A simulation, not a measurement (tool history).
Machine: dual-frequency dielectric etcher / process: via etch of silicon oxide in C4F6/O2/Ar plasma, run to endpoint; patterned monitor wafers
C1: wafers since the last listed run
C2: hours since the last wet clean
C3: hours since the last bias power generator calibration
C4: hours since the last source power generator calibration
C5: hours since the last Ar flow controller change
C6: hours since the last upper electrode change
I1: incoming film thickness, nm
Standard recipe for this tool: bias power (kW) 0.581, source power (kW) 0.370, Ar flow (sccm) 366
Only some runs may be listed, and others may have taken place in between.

Run 1, day 0.000: usual settings but Ar flow (sccm) 409; C1 0; C2 137.6; C3 2002.5; C4 1557.6; C5 1533.2; C6 4732.9; I1 63.7. Result: endpoint time (s) 14.7.
Run 2, day 0.996: usual settings but Ar flow (sccm) 409; C1 209; C2 161.5; C3 2026.4; C4 1581.5; C5 1557.1; C6 4756.8; I1 63.3. Result: endpoint time (s) 14.5.
Run 3, day 1.712: usual settings but bias power (kW) 0.673; C1 150; C2 178.7; C3 2043.6; C4 1598.7; C5 1574.3; C6 4774.0; I1 63.6. Result: endpoint time (s) 13.8.
Run 4, day 2.738: usual settings but bias power (kW) 0.480; C1 215; C2 203.3; C3 2068.2; C4 1623.3; C5 1598.9; C6 4798.6; I1 63.3. Result: endpoint time (s) 15.5.
Run 5, day 3.404: usual settings but bias power (kW) 0.480; C1 140; C2 219.3; C3 2084.2; C4 1639.3; C5 1614.9; C6 4814.6; I1 63.1. Result: endpoint time (s) 15.4.
Run 6, day 4.346: usual settings but bias power (kW) 0.546; C1 197; C2 241.9; C3 2106.8; C4 1661.9; C5 1637.5; C6 4837.2; I1 62.4. Result: endpoint time (s) 14.6.
Run 7, day 5.683: usual settings but source power (kW) 0.340; C1 281; C2 274.0; C3 2138.9; C4 1694.0; C5 1669.6; C6 4869.3; I1 63.5. Result: endpoint time (s) 14.8.
At day 5.875: bias power generator calibrated.
Run 8, day 6.696: usual settings; C1 177; C2 298.3; C3 19.7; C4 1718.3; C5 1693.9; C6 4893.6; I1 63.2. Result: endpoint time (s) 14.4.
Run 9, day 8.183: usual settings; C1 312; C2 334.0; C3 55.4; C4 1754.0; C5 1729.6; C6 4929.3; I1 63.4. Result: endpoint time (s) 14.4.
Run 10, day 9.679: usual settings; C1 314; C2 369.9; C3 91.3; C4 1789.9; C5 1765.5; C6 4965.2; I1 62.7. Result: endpoint time (s) 14.3.
Run 11, day 10.779: usual settings but Ar flow (sccm) 420; C1 231; C2 396.3; C3 117.7; C4 1816.3; C5 1791.9; C6 4991.6; I1 63.3. Result: endpoint time (s) 14.6.
Run 12, day 11.912: usual settings; C1 238; C2 423.5; C3 144.9; C4 1843.5; C5 1819.1; C6 5018.8; I1 63.3. Result: endpoint time (s) 14.3.
Run 13, day 12.588: usual settings but bias power (kW) 0.497, source power (kW) 0.320, Ar flow (sccm) 278; C1 141; C2 439.7; C3 161.1; C4 1859.7; C5 1835.3; C6 5035.0; I1 62.7. Result: endpoint time (s) 15.4.
Run 14, day 13.783: usual settings but bias power (kW) 0.726, source power (kW) 0.400; C1 251; C2 468.4; C3 189.8; C4 1888.4; C5 1864.0; C6 5063.7; I1 62.9. Result: endpoint time (s) 12.8.
Run 15, day 15.158: usual settings but bias power (kW) 0.691, source power (kW) 0.280; C1 288; C2 501.4; C3 222.8; C4 1921.4; C5 1897.0; C6 5096.7; I1 63.3. Result: endpoint time (s) 14.5.
At day 15.988: Ar flow controller replaced.
Run 16, day 16.250: usual settings but bias power (kW) 0.474, source power (kW) 0.280, Ar flow (sccm) 297; C1 176; C2 527.6; C3 249.0; C4 1947.6; C5 6.3; C6 5122.9; I1 63.1. Result: endpoint time (s) 16.4.
At day 17.692: upper electrode replaced.
Run 17, day 17.712: usual settings but bias power (kW) 0.680, source power (kW) 0.330; C1 97; C2 562.7; C3 284.1; C4 1982.7; C5 41.4; C6 0.5; I1 63.4. Result: endpoint time (s) 14.0.
Run 18, day 18.754: usual settings but bias power (kW) 0.640, Ar flow (sccm) 414; C1 218; C2 587.7; C3 309.1; C4 2007.7; C5 66.4; C6 25.5; I1 63.3. Result: endpoint time (s) 13.9.
Run 19, day 19.588: usual settings but source power (kW) 0.340; C1 175; C2 607.7; C3 329.1; C4 2027.7; C5 86.4; C6 45.5; I1 63.5. Result: endpoint time (s) 14.6.
At day 21.208: wet clean of the chamber.
Run 20, day 21.229: usual settings but bias power (kW) 0.641, source power (kW) 0.340; C1 134; C2 0.5; C3 368.5; C4 2067.1; C5 125.8; C6 84.9; I1 63.1. Result: endpoint time (s) 14.3.
Run 21, day 21.771: usual settings but bias power (kW) 0.539; C1 113; C2 13.5; C3 381.5; C4 2080.1; C5 138.8; C6 97.9; I1 62.0. Result: endpoint time (s) 14.6.
At day 22.521: source power generator calibrated.
Run 22, day 22.542: usual settings but bias power (kW) 0.538, Ar flow (sccm) 423; C1 126; C2 32.0; C3 400.0; C4 0.5; C5 157.3; C6 116.4; I1 63.2. Result: endpoint time (s) 15.2.
Run 23, day 23.788: usual settings but source power (kW) 0.430; C1 261; C2 61.9; C3 429.9; C4 30.4; C5 187.2; C6 146.3; I1 63.3. Result: endpoint time (s) 13.9.
Run 24, day 24.971: usual settings; C1 248; C2 90.3; C3 458.3; C4 58.8; C5 215.6; C6 174.7; I1 63.8. Result: endpoint time (s) 14.5.
Run 25, day 25.917: usual settings but bias power (kW) 0.463, source power (kW) 0.330, Ar flow (sccm) 337; C1 198; C2 113.0; C3 481.0; C4 81.5; C5 238.3; C6 197.4; I1 63.6. Result: endpoint time (s) 16.3.
Run 26, day 27.071: usual settings but source power (kW) 0.320; C1 242; C2 140.7; C3 508.7; C4 109.2; C5 266.0; C6 225.1; I1 63.7. Result: endpoint time (s) 15.2.
Run 27, day 27.654: usual settings but bias power (kW) 0.538, source power (kW) 0.440, Ar flow (sccm) 394; C1 122; C2 154.7; C3 522.7; C4 123.2; C5 280.0; C6 239.1; I1 62.7. Result: endpoint time (s) 14.2.
Run 28, day 29.108: usual settings but Ar flow (sccm) 301; C1 305; C2 189.6; C3 557.6; C4 158.1; C5 314.9; C6 274.0; I1 62.8. Result: endpoint time (s) 14.1.
Run 29, day 30.271: usual settings; C1 244; C2 217.5; C3 585.5; C4 186.0; C5 342.8; C6 301.9; I1 63.8. Result: endpoint time (s) 14.6.

What if the next run were any one of these 4? Each begins from the tool's condition after run 29:
Run A, day 30.288: usual settings but Ar flow (sccm) 416; C1 3; C2 217.9; C3 585.9; C4 186.4; C5 343.2; C6 302.3; I1 63.2. Result: endpoint time (s) ?.
Run B, day 30.288: usual settings but bias power (kW) 0.467, Ar flow (sccm) 282; C1 3; C2 217.9; C3 585.9; C4 186.4; C5 343.2; C6 302.3; I1 63.2. Result: endpoint time (s) ?.
Run C, day 30.288: usual settings but bias power (kW) 0.637, source power (kW) 0.420, Ar flow (sccm) 427; C1 3; C2 217.9; C3 585.9; C4 186.4; C5 343.2; C6 302.3; I1 63.2. Result: endpoint time (s) ?.
Run D, day 30.288: usual settings but source power (kW) 0.310, Ar flow (sccm) 337; C1 3; C2 217.9; C3 585.9; C4 186.4; C5 343.2; C6 302.3; I1 63.2. Result: endpoint time (s) ?.

run  endpoint time (s)
  A               14.6
  B               15.3
  C               13.7
  D               15.2
With the hidden condition removed and each run's random variation left untouched, the same runs would have given:
run  endpoint time (s)
  A               14.8
  B               15.5
  C               13.8
  D               15.3
